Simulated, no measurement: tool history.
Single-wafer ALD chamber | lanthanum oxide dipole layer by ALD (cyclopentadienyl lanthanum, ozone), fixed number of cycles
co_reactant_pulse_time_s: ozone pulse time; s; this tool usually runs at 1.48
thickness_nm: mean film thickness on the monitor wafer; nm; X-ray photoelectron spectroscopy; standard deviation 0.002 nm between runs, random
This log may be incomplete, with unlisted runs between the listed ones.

run   hour  co_reactant_pulse_time_s  read-back reference wafer on the same gauge, thickness_nm  thickness_nm
  1      0                      1.13                                                      0.457         0.464
  2    9.3                      1.13                                                      0.457         0.463
  3   18.7                      1.13                                                      0.457         0.457
  4     30                      1.48                                                      0.457         0.506
  5   83.1                      1.48                                                      0.457         0.496
  6   91.1                      1.48                                                      0.457         0.497
  7  104.6                      1.86                                                      0.457          0.53
       124  -- gauge calibrated
  8  138.3                      1.48                                                      0.457         0.491
     152.6  -- ozone generator serviced
  9  153.1                      1.48                                                      0.457         0.566
 10  179.5                      1.48                                                      0.457         0.564
 11    197                      1.48                                                      0.457         0.569
     216.8  -- showerhead replaced
 12  217.3                      1.93                                                      0.457         0.583
     229.5  -- thermocouple changed; heater temperature recalibrated
 13    230                      1.48                                                      0.457         0.569
 14  242.6                      1.81                                                      0.457         0.578
 15  256.1                      1.68                                                      0.457         0.573
 16  266.8                      1.48                                                      0.457         0.566

The next listed run, before its measurement:
 17  278.1                      1.48                                                          ?             ?

{"run 17": {"read-back reference wafer on the same gauge, thickness_nm": 0.457, "thickness_nm": 0.567}}
Minus the tool's unlogged condition, the same run would have read thickness_nm 0.568 nm.
